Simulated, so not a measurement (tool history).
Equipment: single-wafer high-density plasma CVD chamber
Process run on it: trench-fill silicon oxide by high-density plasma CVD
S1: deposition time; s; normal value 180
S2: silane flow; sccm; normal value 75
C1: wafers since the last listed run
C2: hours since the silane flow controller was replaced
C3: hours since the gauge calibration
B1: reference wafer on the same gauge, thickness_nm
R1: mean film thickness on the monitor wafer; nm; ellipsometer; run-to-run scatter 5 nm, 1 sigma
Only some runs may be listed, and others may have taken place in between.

Run 1, day 0: usual settings; C1 0; C2 3488.9; C3 1173.8; B1 1439.784. Result: R1 1350.949 nm.
Run 2, day 2.342: usual settings; C1 685; C2 3545.1; C3 1230; B1 1439.465. Result: R1 1349.928 nm.
Run 3, day 4.521: usual settings but S1 171 s; C1 637; C2 3597.4; C3 1282.3; B1 1439.638. Result: R1 1277.69 nm.
Run 4, day 7.438: usual settings but S1 171 s; C1 853; C2 3667.4; C3 1352.3; B1 1438.994. Result: R1 1291.5 nm.
Run 5, day 9.988: usual settings but S1 171 s; C1 746; C2 3728.6; C3 1413.5; B1 1439.712. Result: R1 1283.725 nm.
Run 6, day 11.908: usual settings but S2 83 sccm; C1 562; C2 3774.7; C3 1459.6; B1 1437.569. Result: R1 1471.275 nm.
Run 7, day 16.629: usual settings but S2 83 sccm; C1 1381; C2 3888; C3 1572.9; B1 1439.258. Result: R1 1473.063 nm.
Run 8, day 19.308: usual settings; C1 783; C2 3952.3; C3 1637.2; B1 1439.601. Result: R1 1359.491 nm.
Run 9, day 20.529: usual settings; C1 357; C2 3981.6; C3 1666.5; B1 1440.216. Result: R1 1368.902 nm.
Run 10, day 22.088: usual settings; C1 456; C2 4019; C3 1703.9; B1 1440.475. Result: R1 1359.656 nm.
Run 11, day 23.167: usual settings but S1 200 s; C1 315; C2 4044.9; C3 1729.8; B1 1438.88. Result: R1 1508.376 nm.
At day 28.962: silane flow controller replaced.
Run 12, day 31.621: usual settings but S1 200 s; C1 2376; C2 63.8; C3 1932.7; B1 1440.813. Result: R1 1428.631 nm.
Run 13, day 34.033: usual settings; C1 705; C2 121.7; C3 1990.6; B1 1440.879. Result: R1 1293.369 nm.
Run 14, day 35.908: usual settings; C1 548; C2 166.7; C3 2035.6; B1 1439.202. Result: R1 1294.145 nm.
At day 36.521: gauge calibrated.
Run 15, day 38.346: usual settings but S1 168 s, S2 80 sccm; C1 713; C2 225.2; C3 43.8; B1 1440.341. Result: R1 1269.049 nm.
Run 16, day 39.562: usual settings but S1 195 s, S2 67 sccm; C1 356; C2 254.4; C3 73; B1 1441.409. Result: R1 1280.179 nm.
Run 17, day 47.062: usual settings; C1 2194; C2 434.4; C3 253; B1 1440.83. Result: R1 1294.747 nm.
Run 18, day 48.629: usual settings but S1 147 s, S2 85 sccm; C1 458; C2 472; C3 290.6; B1 1437.839. Result: R1 1174.422 nm.
Run 19, day 51.183: usual settings but S2 83 sccm; C1 747; C2 533.3; C3 351.9; B1 1439.345. Result: R1 1406.371 nm.
Run 20, day 52.625: usual settings; C1 421; C2 567.9; C3 386.5; B1 1438.774. Result: R1 1293.329 nm.
Run 21, day 54.396: usual settings but S1 147 s, S2 68 sccm; C1 518; C2 610.4; C3 429; B1 1439.217. Result: R1 976.101 nm.
Run 22, day 56.846: usual settings; C1 716; C2 669.2; C3 487.8; B1 1438.226. Result: R1 1301.354 nm.
Run 23, day 57.871: usual settings but S1 210 s, S2 71 sccm; C1 299; C2 693.8; C3 512.4; B1 1441.5. Result: R1 1450.604 nm.
Run 24, day 60.512: usual settings; C1 773; C2 757.2; C3 575.8; B1 1440.604. Result: R1 1298.742 nm.
Run 25, day 62.788: usual settings but S1 169 s, S2 66 sccm; C1 665; C2 811.8; C3 630.4; B1 1439.87. Result: R1 1094.555 nm.
Run 26, day 63.842: usual settings but S1 196 s, S2 80 sccm; C1 308; C2 837.1; C3 655.7; B1 1441.204. Result: R1 1486.694 nm.
Run 27, day 65.046: usual settings but S1 170 s, S2 66 sccm; C1 352; C2 866; C3 684.6; B1 1440.984. Result: R1 1104.506 nm.
Run 28, day 67.696: usual settings but S1 159 s, S2 61 sccm; C1 775; C2 929.6; C3 748.2; B1 1439.602. Result: R1 970.313 nm.
Run 29, day 70.029: usual settings but S1 167 s, S2 81 sccm; C1 682; C2 985.6; C3 804.2; B1 1440.433. Result: R1 1279.946 nm.

Alternative continuations, all from the tool just after run 29; predict every row:
Run A, day 70.05: usual settings but S1 205 s; C1 6; C2 986.1; C3 804.7; B1 ?. Result: R1 ?.
Run B, day 70.05: usual settings but S1 195 s, S2 88 sccm; C1 6; C2 986.1; C3 804.7; B1 ?. Result: R1 ?.
Run C, day 70.05: usual settings but S1 148 s, S2 83 sccm; C1 6; C2 986.1; C3 804.7; B1 ?. Result: R1 ?.

run        B1        R1
  A  1441.155  1467.878
  B  1441.155  1591.413
  C  1441.155  1150.878
With no hidden state in the tool, these same runs would have given:
run        R1
  A  1470.616
  B  1594.381
  C  1153.024
